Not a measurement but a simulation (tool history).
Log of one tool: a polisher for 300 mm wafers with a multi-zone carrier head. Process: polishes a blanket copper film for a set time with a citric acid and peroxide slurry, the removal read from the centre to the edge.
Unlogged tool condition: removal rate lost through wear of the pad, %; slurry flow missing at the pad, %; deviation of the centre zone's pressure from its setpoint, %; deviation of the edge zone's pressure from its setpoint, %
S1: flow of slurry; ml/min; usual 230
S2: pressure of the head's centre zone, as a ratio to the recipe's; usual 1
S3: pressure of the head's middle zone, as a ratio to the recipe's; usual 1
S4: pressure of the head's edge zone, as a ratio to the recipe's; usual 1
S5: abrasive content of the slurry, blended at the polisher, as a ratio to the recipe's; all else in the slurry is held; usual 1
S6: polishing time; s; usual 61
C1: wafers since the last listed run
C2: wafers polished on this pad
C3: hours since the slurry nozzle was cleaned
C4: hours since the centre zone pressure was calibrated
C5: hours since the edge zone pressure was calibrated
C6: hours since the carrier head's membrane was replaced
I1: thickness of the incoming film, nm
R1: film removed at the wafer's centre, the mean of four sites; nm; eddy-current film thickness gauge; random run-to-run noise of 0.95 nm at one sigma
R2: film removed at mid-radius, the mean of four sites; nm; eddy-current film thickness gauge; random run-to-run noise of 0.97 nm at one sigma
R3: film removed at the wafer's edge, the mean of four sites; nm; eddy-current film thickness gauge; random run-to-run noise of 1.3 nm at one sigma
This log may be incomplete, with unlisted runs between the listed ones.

{"run": 1, "hour": 0.0, "S1": 230, "S2": 1, "S3": 1, "S4": 1, "S5": 0.95, "S6": 70, "C1": 0, "C2": 41, "C3": 160, "C4": 746.9, "C5": 526, "C6": 1545.4, "I1": 1229.4, "R1": 122.5, "R2": 128.9, "R3": 125.8}
{"run": 2, "hour": 28.0, "S1": 170, "S2": 1, "S3": 1, "S4": 1, "S5": 1, "S6": 61, "C1": 382, "C2": 423, "C3": 188, "C4": 774.9, "C5": 554, "C6": 1573.4, "I1": 1242.5, "R1": 100.2, "R2": 105.6, "R3": 106.3}
{"run": 3, "hour": 60.5, "S1": 170, "S2": 1, "S3": 1, "S4": 1, "S5": 1, "S6": 61, "C1": 443, "C2": 866, "C3": 220.5, "C4": 807.4, "C5": 586.5, "C6": 1605.9, "I1": 1244.1, "R1": 95.6, "R2": 103.7, "R3": 102.8}
{"hour": 90.1, "done": "worn pad replaced by a new one"}
{"run": 4, "hour": 94.9, "S1": 230, "S2": 1, "S3": 1, "S4": 1, "S5": 1, "S6": 61, "C1": 414, "C2": 65, "C3": 254.9, "C4": 841.8, "C5": 620.9, "C6": 1640.3, "I1": 1226.6, "R1": 108.3, "R2": 113.1, "R3": 114.2}
{"run": 5, "hour": 128.6, "S1": 230, "S2": 1, "S3": 1, "S4": 1, "S5": 1, "S6": 61, "C1": 459, "C2": 525, "C3": 288.6, "C4": 875.5, "C5": 654.6, "C6": 1674, "I1": 1264.4, "R1": 103.6, "R2": 107.1, "R3": 107.2}
{"run": 6, "hour": 143.1, "S1": 230, "S2": 1, "S3": 1, "S4": 1, "S5": 1, "S6": 61, "C1": 197, "C2": 723, "C3": 303.1, "C4": 890, "C5": 669.1, "C6": 1688.5, "I1": 1259.2, "R1": 103.8, "R2": 107.3, "R3": 105.6}
{"run": 7, "hour": 167.7, "S1": 230, "S2": 1, "S3": 1, "S4": 1, "S5": 1.1, "S6": 61, "C1": 335, "C2": 1059, "C3": 327.7, "C4": 914.6, "C5": 693.7, "C6": 1713.1, "I1": 1212.6, "R1": 104, "R2": 108.3, "R3": 106.8}
{"hour": 178.5, "done": "worn pad replaced by a new one"}
{"run": 8, "hour": 190.3, "S1": 230, "S2": 1, "S3": 1, "S4": 1, "S5": 1, "S6": 61, "C1": 253, "C2": 161, "C3": 350.3, "C4": 937.2, "C5": 716.3, "C6": 1735.7, "I1": 1237.8, "R1": 108.6, "R2": 111.4, "R3": 110.9}
{"run": 9, "hour": 224.9, "S1": 230, "S2": 1, "S3": 1, "S4": 1, "S5": 1, "S6": 61, "C1": 472, "C2": 633, "C3": 384.9, "C4": 971.8, "C5": 750.9, "C6": 1770.3, "I1": 1229.4, "R1": 104, "R2": 109.2, "R3": 108.9}
{"hour": 228.3, "done": "centre zone pressure recalibrated"}
{"run": 10, "hour": 245.5, "S1": 175, "S2": 1.03, "S3": 1, "S4": 1, "S5": 1.3, "S6": 74, "C1": 253, "C2": 887, "C3": 405.5, "C4": 17.2, "C5": 771.5, "C6": 1790.9, "I1": 1241.5, "R1": 130.8, "R2": 130.2, "R3": 131.3}
{"run": 11, "hour": 262.9, "S1": 230, "S2": 1, "S3": 1, "S4": 1, "S5": 1, "S6": 61, "C1": 237, "C2": 1124, "C3": 422.9, "C4": 34.6, "C5": 788.9, "C6": 1808.3, "I1": 1228, "R1": 100.3, "R2": 107, "R3": 104.4}

Expected results for the next run?
{"hour": 278.0, "done": "slurry nozzle cleaned"}
{"hour": 288.6, "done": "worn pad replaced by a new one"}
{"run": 12, "hour": 289.1, "S1": 295, "S2": 1, "S3": 1, "S4": 0.88, "S5": 1, "S6": 61, "C1": 289, "C2": 6, "C3": 11.1, "C4": 60.8, "C5": 815.1, "C6": 1834.5, "I1": 1258.9, "R1": "?", "R2": "?", "R3": "?"}

Run 12 gave R1 114 nm, R2 116.5 nm, R3 107.4 nm.
Take away the tool's hidden state, keep the run-to-run variation as it was, and the same run would have given R1 114.3 nm, R2 116.8 nm, R3 107.7 nm.
